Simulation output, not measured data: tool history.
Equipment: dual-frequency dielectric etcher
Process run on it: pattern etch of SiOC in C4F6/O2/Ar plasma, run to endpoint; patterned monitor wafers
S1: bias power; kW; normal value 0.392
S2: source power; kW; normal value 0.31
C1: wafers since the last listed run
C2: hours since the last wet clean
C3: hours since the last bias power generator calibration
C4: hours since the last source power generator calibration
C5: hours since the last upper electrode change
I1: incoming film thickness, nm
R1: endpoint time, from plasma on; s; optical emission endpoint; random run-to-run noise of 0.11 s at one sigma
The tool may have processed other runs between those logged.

run	day	S1	S2	C1	C2	C3	C4	C5	I1	R1
1	0	0.392	0.31	0	188.6	3788.5	4032	3619.2	31.86	13.2
2	1.033	0.392	0.34	418	213.4	3813.3	4056.8	3644	31.48	12.3
3	2.3	0.392	0.34	513	243.8	3843.7	4087.2	3674.4	31.94	12.6
4	3.45	0.392	0.34	466	271.4	3871.3	4114.8	3702	31.77	12.5
5	4.067	0.345	0.31	249	286.2	3886.1	4129.6	3716.8	31.73	13.9
6	5.304	0.345	0.31	501	315.9	3915.8	4159.3	3746.5	31.77	14
7	5.858	0.345	0.31	224	329.2	3929.1	4172.6	3759.8	31.54	13.7
8	6.7	0.392	0.31	341	349.4	3949.3	4192.8	3780	31.76	12.7
9	7.45	0.392	0.31	304	367.4	3967.3	4210.8	3798	31.83	12.9
10	8.712	0.392	0.31	511	397.7	3997.6	4241.1	3828.3	31.79	12.6
11	9.558	0.447	0.31	342	418	4017.9	4261.4	3848.6	31.93	11.8
12	12.375	0.447	0.31	1141	485.6	4085.5	4329	3916.2	32.02	11.7
13	12.979	0.392	0.31	244	500.1	4100	4343.5	3930.7	31.79	12.6
14	14.429	0.356	0.31	587	534.9	4134.8	4378.3	3965.5	31.85	13.2
15	15.662	0.392	0.23	499	564.5	4164.4	4407.9	3995.1	31.76	14.4
# day 16.8: wet clean of the chamber
# day 17.612: upper electrode replaced
16	17.633	0.488	0.36	64	20	4211.7	4455.2	0.5	32.2	11
17	17.646	0.392	0.31	5	20.3	4212	4455.5	0.8	31.72	13.1
18	18.929	0.335	0.25	520	51.1	4242.8	4486.3	31.6	31.62	15.5
19	20.3	0.392	0.31	555	84	4275.7	4519.2	64.5	31.9	13
# day 20.596: source power generator calibrated
# day 20.875: bias power generator calibrated
20	20.95	0.335	0.25	128	99.6	1.8	8.5	80.1	31.9	15.7
21	22.104	0.452	0.28	467	127.3	29.5	36.2	107.8	31.88	12.7
22	23.546	0.298	0.24	584	161.9	64.1	70.8	142.4	31.82	17.2
23	24.079	0.392	0.31	216	174.7	76.9	83.6	155.2	31.93	12.8
24	25.558	0.392	0.36	599	210.2	112.4	119.1	190.7	31.82	11.9
25	26.754	0.334	0.25	484	238.9	141.1	147.8	219.4	31.83	15.3

Below are 4 alternative next runs, each starting from the tool's condition after run 25. Predict each:
A	26.771	0.392	0.31	6	239.3	141.5	148.2	219.8	32.1	?
B	26.771	0.438	0.38	6	239.3	141.5	148.2	219.8	32.1	?
C	26.771	0.343	0.25	6	239.3	141.5	148.2	219.8	32.1	?
D	26.771	0.471	0.31	6	239.3	141.5	148.2	219.8	32.1	?

run	R1
A	12.8
B	11
C	15.3
D	11.5
With the hidden condition removed and each run's random variation left untouched, the same runs would have given:
run	R1
A	13.2
B	11.3
C	15.8
D	11.9
